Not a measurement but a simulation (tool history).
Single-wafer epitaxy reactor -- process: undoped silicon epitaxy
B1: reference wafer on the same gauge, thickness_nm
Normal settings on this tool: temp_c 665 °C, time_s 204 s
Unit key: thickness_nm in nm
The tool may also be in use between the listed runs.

Run 1, day 0.000: usual settings but temp_c 672 °C; B1 49.501. Result: thickness_nm 53.970 nm.
Run 2, day 6.812: usual settings; B1 49.496. Result: thickness_nm 45.624 nm.
Run 3, day 9.638: usual settings; B1 49.644. Result: thickness_nm 45.303 nm.
Run 4, day 13.421: usual settings; B1 49.637. Result: thickness_nm 45.861 nm.
Run 5, day 17.675: usual settings but time_s 191 s; B1 49.578. Result: thickness_nm 42.351 nm.
Run 6, day 20.392: usual settings; B1 49.586. Result: thickness_nm 45.049 nm.
Run 7, day 23.071: usual settings; B1 49.740. Result: thickness_nm 44.858 nm.
Run 8, day 25.742: usual settings but temp_c 654 °C, time_s 174 s; B1 49.765. Result: thickness_nm 29.938 nm.
At day 29.446: pyrometer calibrated.
Run 9, day 29.683: usual settings but time_s 175 s; B1 49.689. Result: thickness_nm 39.932 nm.
At day 33.454: gauge calibrated.
Run 10, day 38.217: usual settings; B1 49.609. Result: thickness_nm 46.636 nm.
Run 11, day 40.358: usual settings but time_s 230 s; B1 49.646. Result: thickness_nm 52.108 nm.
Run 12, day 44.450: usual settings but temp_c 671 °C, time_s 170 s; B1 49.590. Result: thickness_nm 43.841 nm.
Run 13, day 48.279: usual settings; B1 49.557. Result: thickness_nm 46.156 nm.
Run 14, day 51.742: usual settings but temp_c 674 °C, time_s 173 s; B1 49.589. Result: thickness_nm 47.832 nm.
Run 15, day 64.854: usual settings but temp_c 654 °C; B1 49.658. Result: thickness_nm 35.842 nm.

3 ways to go on from here, each from the tool as it stands after run 15. What would each give?
Run A, day 64.875: usual settings; B1 ?. Result: thickness_nm ?.
Run B, day 64.875: usual settings but temp_c 671 °C, time_s 232 s; B1 ?. Result: thickness_nm ?.
Run C, day 64.875: usual settings but temp_c 658 °C, time_s 221 s; B1 ?. Result: thickness_nm ?.

run      B1  thickness_nm
  A  49.630        45.709
  B  49.630        59.425
  C  49.630        42.263
Without the tool's hidden state the same runs would have given:
run  thickness_nm
  A        46.405
  B        60.318
  C        42.917
